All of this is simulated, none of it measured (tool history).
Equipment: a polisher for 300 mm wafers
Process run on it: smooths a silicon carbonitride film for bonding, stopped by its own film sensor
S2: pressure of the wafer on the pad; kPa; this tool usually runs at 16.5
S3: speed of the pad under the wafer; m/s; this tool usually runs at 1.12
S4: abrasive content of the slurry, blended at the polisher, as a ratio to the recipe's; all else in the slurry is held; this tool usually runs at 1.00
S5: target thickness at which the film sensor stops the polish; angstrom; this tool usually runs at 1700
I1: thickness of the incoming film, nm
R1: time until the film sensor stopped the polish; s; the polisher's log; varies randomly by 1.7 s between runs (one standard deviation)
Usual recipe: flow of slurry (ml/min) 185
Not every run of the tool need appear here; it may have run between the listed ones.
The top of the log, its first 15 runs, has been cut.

{"run": 16, "day": 43.812, "flow of slurry (ml/min)": 225, "S2": 16.5, "S3": 1.12, "S4": 1.15, "S5": 1700, "I1": 202.8, "R1": 111.5}
{"day": 45.346, "done": "worn pad replaced by a new one"}
{"run": 17, "day": 45.942, "flow of slurry (ml/min)": 185, "S2": 16.5, "S3": 1.12, "S4": 1.0, "S5": 1700, "I1": 197.8, "R1": 97.4}
{"run": 18, "day": 48.408, "flow of slurry (ml/min)": 185, "S2": 16.5, "S3": 1.12, "S4": 1.0, "S5": 1700, "I1": 200.9, "R1": 112.6}
{"run": 19, "day": 52.388, "flow of slurry (ml/min)": 185, "S2": 16.5, "S3": 1.12, "S4": 1.0, "S5": 1700, "I1": 195.9, "R1": 93.4}
{"day": 54.817, "done": "slurry blender recalibrated"}
{"run": 20, "day": 56.771, "flow of slurry (ml/min)": 185, "S2": 13.8, "S3": 1.12, "S4": 1.0, "S5": 1610, "I1": 199.0, "R1": 163.6}
{"day": 57.521, "done": "slurry nozzle cleaned"}
{"run": 21, "day": 58.342, "flow of slurry (ml/min)": 185, "S2": 16.5, "S3": 1.12, "S4": 1.0, "S5": 1700, "I1": 200.6, "R1": 111.3}
{"day": 59.012, "done": "head pressure recalibrated"}
{"run": 22, "day": 61.217, "flow of slurry (ml/min)": 230, "S2": 18.6, "S3": 1.32, "S4": 1.0, "S5": 1700, "I1": 200.3, "R1": 84.6}
{"run": 23, "day": 63.092, "flow of slurry (ml/min)": 185, "S2": 16.5, "S3": 1.12, "S4": 1.0, "S5": 1700, "I1": 198.6, "R1": 103.6}
{"day": 66.462, "done": "worn pad replaced by a new one"}
{"run": 24, "day": 66.683, "flow of slurry (ml/min)": 185, "S2": 17.9, "S3": 0.96, "S4": 1.0, "S5": 1700, "I1": 197.5, "R1": 105.7}
{"run": 25, "day": 70.838, "flow of slurry (ml/min)": 185, "S2": 22.1, "S3": 1.12, "S4": 0.8, "S5": 1700, "I1": 200.1, "R1": 91.3}
{"run": 26, "day": 73.104, "flow of slurry (ml/min)": 185, "S2": 16.5, "S3": 1.12, "S4": 1.1, "S5": 1700, "I1": 197.1, "R1": 94.6}
{"run": 27, "day": 74.683, "flow of slurry (ml/min)": 185, "S2": 19.3, "S3": 1.32, "S4": 1.0, "S5": 1610, "I1": 199.5, "R1": 106.2}
{"run": 28, "day": 76.258, "flow of slurry (ml/min)": 135, "S2": 16.5, "S3": 1.3, "S4": 1.15, "S5": 1620, "I1": 196.7, "R1": 114.2}
{"day": 79.3, "done": "slurry nozzle cleaned"}
{"day": 80.788, "done": "slurry blender recalibrated"}
{"day": 83.704, "done": "head pressure recalibrated"}
{"run": 29, "day": 88.046, "flow of slurry (ml/min)": 185, "S2": 20.7, "S3": 1.12, "S4": 1.0, "S5": 1700, "I1": 197.0, "R1": 81.6}
{"day": 89.104, "done": "worn pad replaced by a new one"}
{"run": 30, "day": 92.162, "flow of slurry (ml/min)": 185, "S2": 16.5, "S3": 1.12, "S4": 1.0, "S5": 1700, "I1": 201.4, "R1": 117.5}

Forecast each of these 3 alternatives for the next run:
{"run": "A", "day": 92.179, "flow of slurry (ml/min)": 185, "S2": 16.5, "S3": 1.12, "S4": 1.0, "S5": 1640, "I1": 199.3, "R1": "?"}
{"run": "B", "day": 92.179, "flow of slurry (ml/min)": 185, "S2": 18.6, "S3": 1.12, "S4": 1.15, "S5": 1620, "I1": 199.3, "R1": "?"}
{"run": "C", "day": 92.179, "flow of slurry (ml/min)": 185, "S2": 15.2, "S3": 1.12, "S4": 1.15, "S5": 1700, "I1": 199.3, "R1": "?"}

run=A R1=127.5
run=B R1=116.3
run=C R1=108.5
What these runs would have given with no unlogged condition in the tool:
run=A R1=127.5
run=B R1=116.3
run=C R1=108.5
